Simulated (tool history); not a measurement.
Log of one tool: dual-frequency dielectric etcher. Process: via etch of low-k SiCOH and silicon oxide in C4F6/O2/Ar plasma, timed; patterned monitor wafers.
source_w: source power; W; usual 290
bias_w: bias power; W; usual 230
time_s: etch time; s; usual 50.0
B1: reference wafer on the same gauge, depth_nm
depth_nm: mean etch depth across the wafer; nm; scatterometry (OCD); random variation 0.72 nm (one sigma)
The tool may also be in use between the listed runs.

{"run": 1, "hour": 0.0, "source_w": 290, "bias_w": 188, "time_s": 50.0, "B1": 127.0, "depth_nm": 122.6}
{"run": 2, "hour": 14.2, "source_w": 290, "bias_w": 188, "time_s": 50.0, "B1": 126.9, "depth_nm": 123.6}
{"run": 3, "hour": 29.5, "source_w": 290, "bias_w": 230, "time_s": 50.0, "B1": 127.0, "depth_nm": 137.9}
{"run": 4, "hour": 45.2, "source_w": 290, "bias_w": 230, "time_s": 50.0, "B1": 127.0, "depth_nm": 139.4}
{"hour": 51.4, "done": "gauge calibrated"}
{"run": 5, "hour": 61.4, "source_w": 340, "bias_w": 230, "time_s": 56.5, "B1": 127.1, "depth_nm": 166.9}
{"run": 6, "hour": 71.9, "source_w": 290, "bias_w": 230, "time_s": 55.0, "B1": 127.1, "depth_nm": 154.0}
{"run": 7, "hour": 83.4, "source_w": 290, "bias_w": 230, "time_s": 50.0, "B1": 126.9, "depth_nm": 138.4}
{"hour": 100.1, "done": "bias power generator calibrated"}
{"run": 8, "hour": 100.9, "source_w": 290, "bias_w": 204, "time_s": 50.0, "B1": 127.0, "depth_nm": 130.9}
{"run": 9, "hour": 114.1, "source_w": 330, "bias_w": 230, "time_s": 50.0, "B1": 126.9, "depth_nm": 148.0}
{"run": 10, "hour": 124.2, "source_w": 360, "bias_w": 286, "time_s": 50.0, "B1": 127.0, "depth_nm": 170.1}
{"run": 11, "hour": 131.2, "source_w": 290, "bias_w": 230, "time_s": 50.0, "B1": 126.9, "depth_nm": 139.5}
{"run": 12, "hour": 137.4, "source_w": 290, "bias_w": 230, "time_s": 50.0, "B1": 126.8, "depth_nm": 139.6}
{"run": 13, "hour": 154.5, "source_w": 290, "bias_w": 230, "time_s": 50.0, "B1": 127.0, "depth_nm": 140.6}
{"run": 14, "hour": 207.7, "source_w": 290, "bias_w": 230, "time_s": 50.0, "B1": 127.0, "depth_nm": 140.3}
{"hour": 232.2, "done": "upper electrode replaced"}
{"run": 15, "hour": 232.7, "source_w": 290, "bias_w": 174, "time_s": 50.0, "B1": 127.0, "depth_nm": 121.8}
{"run": 16, "hour": 239.6, "source_w": 290, "bias_w": 230, "time_s": 50.0, "B1": 127.2, "depth_nm": 141.1}
{"run": 17, "hour": 256.9, "source_w": 310, "bias_w": 280, "time_s": 50.0, "B1": 127.0, "depth_nm": 159.8}
{"run": 18, "hour": 263.9, "source_w": 340, "bias_w": 283, "time_s": 37.0, "B1": 127.0, "depth_nm": 123.1}
{"run": 19, "hour": 272.1, "source_w": 230, "bias_w": 263, "time_s": 63.5, "B1": 127.0, "depth_nm": 176.8}
{"run": 20, "hour": 282.7, "source_w": 290, "bias_w": 230, "time_s": 40.0, "B1": 127.1, "depth_nm": 111.9}
{"run": 21, "hour": 289.2, "source_w": 290, "bias_w": 230, "time_s": 62.0, "B1": 127.0, "depth_nm": 175.4}
{"run": 22, "hour": 303.8, "source_w": 260, "bias_w": 286, "time_s": 39.0, "B1": 127.1, "depth_nm": 120.2}
{"run": 23, "hour": 313.5, "source_w": 290, "bias_w": 230, "time_s": 59.5, "B1": 127.1, "depth_nm": 168.6}
{"run": 24, "hour": 326.2, "source_w": 260, "bias_w": 230, "time_s": 50.0, "B1": 126.9, "depth_nm": 137.0}
{"run": 25, "hour": 334.0, "source_w": 290, "bias_w": 230, "time_s": 50.0, "B1": 126.9, "depth_nm": 141.1}
{"run": 26, "hour": 344.3, "source_w": 250, "bias_w": 263, "time_s": 57.0, "B1": 127.0, "depth_nm": 165.0}
{"run": 27, "hour": 360.8, "source_w": 250, "bias_w": 230, "time_s": 62.0, "B1": 127.0, "depth_nm": 166.3}
{"run": 28, "hour": 373.9, "source_w": 290, "bias_w": 230, "time_s": 45.0, "B1": 126.9, "depth_nm": 127.6}
{"run": 29, "hour": 388.7, "source_w": 290, "bias_w": 230, "time_s": 50.0, "B1": 127.0, "depth_nm": 142.6}

5 ways to go on from here, each from the tool as it stands after run 29. What would each give?
{"run": "A", "hour": 389.1, "source_w": 290, "bias_w": 230, "time_s": 50.0, "B1": "?", "depth_nm": "?"}
{"run": "B", "hour": 389.1, "source_w": 340, "bias_w": 172, "time_s": 55.0, "B1": "?", "depth_nm": "?"}
{"run": "C", "hour": 389.1, "source_w": 220, "bias_w": 262, "time_s": 50.0, "B1": "?", "depth_nm": "?"}
{"run": "D", "hour": 389.1, "source_w": 340, "bias_w": 256, "time_s": 50.0, "B1": "?", "depth_nm": "?"}
{"run": "E", "hour": 389.1, "source_w": 250, "bias_w": 230, "time_s": 39.0, "B1": "?", "depth_nm": "?"}

run=A B1=126.8 depth_nm=140.9
run=B B1=126.8 depth_nm=140.0
run=C B1=126.8 depth_nm=136.4
run=D B1=126.8 depth_nm=158.1
run=E B1=126.8 depth_nm=104.0
Without the tool's hidden state the same runs would have given:
run=A depth_nm=135.3
run=B depth_nm=134.5
run=C depth_nm=131.0
run=D depth_nm=151.8
run=E depth_nm=99.9
